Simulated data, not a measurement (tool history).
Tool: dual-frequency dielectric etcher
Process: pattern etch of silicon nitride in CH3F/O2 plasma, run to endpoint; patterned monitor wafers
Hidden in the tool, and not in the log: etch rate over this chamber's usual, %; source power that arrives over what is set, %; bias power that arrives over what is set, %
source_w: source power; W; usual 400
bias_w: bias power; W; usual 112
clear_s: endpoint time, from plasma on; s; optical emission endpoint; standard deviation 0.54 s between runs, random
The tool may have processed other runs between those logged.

| run | day | source_w | bias_w | wafers since the last listed run | hours since the last wet clean | hours since the last source power generator calibration | hours since the last bias power generator calibration | hours since the last upper electrode change | incoming incoming film thickness, nm | clear_s |
|---|---|---|---|---|---|---|---|---|---|---|
| 1 | 0.000 | 400 | 99 | 0 | 378.6 | 3086.1 | 1416.1 | 3185.7 | 97.7 | 99.1 |
| 2 | 0.375 | 400 | 99 | 79 | 387.6 | 3095.1 | 1425.1 | 3194.7 | 97.2 | 99.7 |
| 3 | 0.742 | 400 | 99 | 77 | 396.4 | 3103.9 | 1433.9 | 3203.5 | 97.2 | 99.1 |
| 4 | 1.346 | 400 | 112 | 127 | 410.9 | 3118.4 | 1448.4 | 3218.0 | 98.6 | 96.7 |
|  | 2.075 | source power generator calibrated |
| 5 | 2.096 | 400 | 112 | 122 | 428.9 | 0.5 | 1466.4 | 3236.0 | 97.6 | 94.8 |
| 6 | 2.675 | 400 | 112 | 122 | 442.8 | 14.4 | 1480.3 | 3249.9 | 98.2 | 96.6 |
| 7 | 3.175 | 400 | 112 | 105 | 454.8 | 26.4 | 1492.3 | 3261.9 | 96.4 | 94.6 |
| 8 | 3.558 | 400 | 112 | 80 | 464.0 | 35.6 | 1501.5 | 3271.1 | 96.4 | 93.8 |
| 9 | 4.117 | 400 | 112 | 117 | 477.4 | 49.0 | 1514.9 | 3284.5 | 97.0 | 95.1 |
| 10 | 4.858 | 400 | 112 | 156 | 495.2 | 66.8 | 1532.7 | 3302.3 | 97.1 | 95.4 |
| 11 | 5.154 | 400 | 112 | 62 | 502.3 | 73.9 | 1539.8 | 3309.4 | 97.8 | 94.8 |
| 12 | 5.612 | 400 | 112 | 96 | 513.3 | 84.9 | 1550.8 | 3320.4 | 97.4 | 95.5 |
| 13 | 6.050 | 400 | 112 | 92 | 523.8 | 95.4 | 1561.3 | 3330.9 | 97.8 | 94.3 |
|  | 7.062 | upper electrode replaced |
| 14 | 7.083 | 400 | 93 | 7 | 548.6 | 120.2 | 1586.1 | 0.5 | 98.0 | 100.6 |
| 15 | 7.100 | 400 | 112 | 3 | 549.0 | 120.6 | 1586.5 | 0.9 | 97.6 | 94.9 |
| 16 | 7.608 | 400 | 101 | 107 | 561.2 | 132.8 | 1598.7 | 13.1 | 98.1 | 98.1 |
| 17 | 7.979 | 470 | 94 | 78 | 570.1 | 141.7 | 1607.6 | 22.0 | 96.8 | 93.0 |
| 18 | 8.383 | 460 | 136 | 85 | 579.8 | 151.4 | 1617.3 | 31.7 | 97.5 | 85.5 |
| 19 | 8.962 | 340 | 136 | 122 | 593.7 | 165.3 | 1631.2 | 45.6 | 97.7 | 95.4 |
|  | 10.171 | bias power generator calibrated |
|  | 10.238 | wet clean of the chamber |
| 20 | 10.258 | 310 | 90 | 223 | 0.5 | 196.4 | 2.1 | 76.7 | 98.2 | 113.3 |
| 21 | 10.275 | 400 | 130 | 3 | 0.9 | 196.8 | 2.5 | 77.1 | 97.8 | 93.5 |
| 22 | 10.292 | 400 | 112 | 3 | 1.3 | 197.2 | 2.9 | 77.5 | 97.9 | 98.6 |
| 23 | 10.304 | 350 | 89 | 2 | 1.6 | 197.5 | 3.2 | 77.8 | 97.4 | 108.5 |
| 24 | 10.612 | 300 | 129 | 64 | 9.0 | 204.9 | 10.6 | 85.2 | 98.3 | 104.9 |
| 25 | 10.908 | 350 | 94 | 62 | 16.1 | 212.0 | 17.7 | 92.3 | 98.0 | 107.2 |
| 26 | 11.529 | 430 | 125 | 130 | 31.0 | 226.9 | 32.6 | 107.2 | 98.3 | 93.4 |
| 27 | 11.854 | 400 | 105 | 68 | 38.8 | 234.7 | 40.4 | 115.0 | 96.5 | 97.6 |
| 28 | 12.242 | 340 | 131 | 81 | 48.1 | 244.0 | 49.7 | 124.3 | 97.8 | 98.3 |
| 29 | 12.517 | 350 | 124 | 57 | 54.7 | 250.6 | 56.3 | 130.9 | 97.0 | 98.2 |
| 30 | 12.958 | 400 | 123 | 93 | 65.3 | 261.2 | 66.9 | 141.5 | 97.3 | 94.8 |
| 31 | 13.683 | 400 | 112 | 152 | 82.7 | 278.6 | 84.3 | 158.9 | 97.1 | 96.8 |
| 32 | 14.058 | 480 | 122 | 79 | 91.7 | 287.6 | 93.3 | 167.9 | 96.3 | 87.8 |
| 33 | 14.650 | 480 | 112 | 124 | 105.9 | 301.8 | 107.5 | 182.1 | 97.9 | 90.6 |
| 34 | 15.279 | 310 | 93 | 132 | 121.0 | 316.9 | 122.6 | 197.2 | 98.3 | 112.5 |
| 35 | 16.004 | 400 | 99 | 152 | 138.4 | 334.3 | 140.0 | 214.6 | 96.5 | 99.2 |

Each row is a separate what-if for the run after 35, all from the same tool condition, not one after another. Results?
| A | 16.025 | 400 | 100 | 4 | 138.9 | 334.8 | 140.5 | 215.1 | 98.3 | ? |
| B | 16.025 | 360 | 95 | 4 | 138.9 | 334.8 | 140.5 | 215.1 | 98.3 | ? |
| C | 16.025 | 360 | 112 | 4 | 138.9 | 334.8 | 140.5 | 215.1 | 98.3 | ? |
| D | 16.025 | 490 | 91 | 4 | 138.9 | 334.8 | 140.5 | 215.1 | 98.3 | ? |

| run | clear_s |
|---|---|
| A | 100.2 |
| B | 105.3 |
| C | 100.8 |
| D | 95.6 |
With no hidden state in the tool, these same runs would have given:
| run | clear_s |
|---|---|
| A | 101.2 |
| B | 106.4 |
| C | 101.9 |
| D | 96.6 |

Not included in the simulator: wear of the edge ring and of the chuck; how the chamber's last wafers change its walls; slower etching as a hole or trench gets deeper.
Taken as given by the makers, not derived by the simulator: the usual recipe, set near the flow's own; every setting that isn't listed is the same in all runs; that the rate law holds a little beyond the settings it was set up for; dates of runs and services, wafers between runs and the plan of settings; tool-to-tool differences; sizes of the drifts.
